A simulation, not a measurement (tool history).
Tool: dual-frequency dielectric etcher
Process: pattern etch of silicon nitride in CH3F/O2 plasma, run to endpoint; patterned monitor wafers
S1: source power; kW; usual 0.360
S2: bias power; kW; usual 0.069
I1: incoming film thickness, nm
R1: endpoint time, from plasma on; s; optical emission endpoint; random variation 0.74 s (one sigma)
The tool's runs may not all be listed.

run	day	S1	S2	I1	R1
1	0.000	0.360	0.069	79.4	105.4
2	2.062	0.360	0.069	78.6	103.7
3	3.462	0.360	0.069	77.7	104.2
# day 5.133: wet clean of the chamber
4	11.646	0.360	0.069	79.4	102.7
5	14.350	0.360	0.069	77.7	99.0
6	17.012	0.390	0.069	78.9	99.1
7	19.625	0.360	0.069	79.9	104.7
8	21.371	0.360	0.069	78.7	104.3
# day 25.467: wet clean of the chamber
9	27.117	0.360	0.069	78.3	101.0
10	28.742	0.360	0.069	78.2	99.9
11	30.054	0.360	0.069	78.0	101.2
# day 31.067: source power generator calibrated
12	32.896	0.360	0.069	78.7	101.9
13	33.933	0.360	0.062	78.8	104.1
14	36.321	0.280	0.080	78.2	111.7
# day 39.058: upper electrode replaced
15	39.092	0.340	0.075	78.1	103.5

Forecast run 16:
16	41.700	0.360	0.069	78.8	?

{"run 16": {"R1": 104.8}}
Without the tool's hidden state the same run would have given R1 101.0 s.
